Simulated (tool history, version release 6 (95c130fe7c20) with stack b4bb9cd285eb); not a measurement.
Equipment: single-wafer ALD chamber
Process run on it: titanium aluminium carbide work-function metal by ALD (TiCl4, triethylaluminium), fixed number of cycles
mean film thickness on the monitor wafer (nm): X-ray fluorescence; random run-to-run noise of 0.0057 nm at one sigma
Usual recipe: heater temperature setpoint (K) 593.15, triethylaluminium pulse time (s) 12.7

run    hour  heater temperature setpoint (K)  triethylaluminium pulse time (s)  read-back reference wafer on the same gauge, thickness_nm  mean film thickness on the monitor wafer (nm)
  1       0                           590.15                             16.38                                                      2.188                                          2.255
         33  -- triethylaluminium bottle replaced
  2    89.6                           590.15                             16.38                                                      2.193                                           2.27
  3   152.7                           590.15                             16.38                                                      2.191                                          2.269
  4   227.7                           593.15                              12.7                                                      2.189                                          2.276
  5   329.2                           593.15                              12.7                                                      2.193                                          2.276
  6   381.9                           593.15                              12.7                                                      2.189                                          2.276
  7   430.5                           593.15                              12.7                                                      2.189                                          2.281
  8   491.8                           593.15                              12.7                                                      2.191                                          2.281
  9   540.8                           587.15                             14.33                                                       2.19                                          2.224
 10   600.1                           593.15                              12.7                                                      2.189                                          2.276
      610.2  -- gauge calibrated
 11   699.6                           596.15                              12.7                                                       2.19                                          2.315
      745.2  -- showerhead replaced
 12   798.2                           596.15                              12.7                                                      2.191                                          2.295
      834.2  -- thermocouple changed; heater temperature recalibrated
 13   900.6                           596.15                              12.7                                                       2.19                                          2.299
 14   945.6                           606.15                              9.03                                                      2.192                                          2.296
 15  1014.3                           587.15                             10.18                                                       2.19                                          2.159
 16  1085.5                           601.15                              8.06                                                      2.191                                          2.194
 17  1186.2                           593.15                              12.7                                                      2.193                                          2.254
 18  1240.2                           593.15                             10.18                                                      2.189                                            2.2
       1324  -- triethylaluminium bottle replaced
 19  1334.3                           593.15                              12.7                                                      2.192                                          2.282
 20  1380.3                           583.15                              16.6                                                      2.189                                          2.193
 21  1484.4                           593.15                              8.52                                                      2.191                                          2.178
 22  1523.7                           582.15                             10.32                                                      2.188                                          2.132
 23  1571.7                           606.15                             17.13                                                      2.193                                          2.432
 24  1645.9                           593.15                              12.7                                                      2.191                                          2.277
 25  1705.6                           593.15                              12.7                                                       2.19                                          2.285
 26  1772.7                           593.15                             10.18                                                       2.19                                          2.227
 27  1855.5                           587.15                              12.7                                                      2.192                                          2.206

Some steps in mean film thickness on the monitor wafer (nm) between neighbouring runs. How much of each would the tool show without its hidden state too (settings, what came in, random variation), and how much is left for the hidden state, with any gauge scatter that isn't in both results?
What the log doesn't record here: wafer temperature above the value expected at the setpoint (K); triethylaluminium dose above that of a fresh bottle (%); gauge reads high (%).
Run 16 -> 17: heater temperature setpoint (K) 601.15 -> 593.15, triethylaluminium pulse time (s) 8.06 -> 12.7. mean film thickness on the monitor wafer (nm) +0.06: hidden state +0.03, all else +0.03.
Run 18 -> 19: triethylaluminium pulse time (s) 10.18 -> 12.7, triethylaluminium bottle replaced. mean film thickness on the monitor wafer (nm) +0.082: hidden state +0.043, all else +0.039.
Run 22 -> 23: heater temperature setpoint (K) 582.15 -> 606.15, triethylaluminium pulse time (s) 10.32 -> 17.13. mean film thickness on the monitor wafer (nm) +0.3: hidden state +0.002, all else +0.298.
Run 23 -> 24: heater temperature setpoint (K) 606.15 -> 593.15, triethylaluminium pulse time (s) 17.13 -> 12.7. mean film thickness on the monitor wafer (nm) -0.155: hidden state -0.001, all else -0.154.
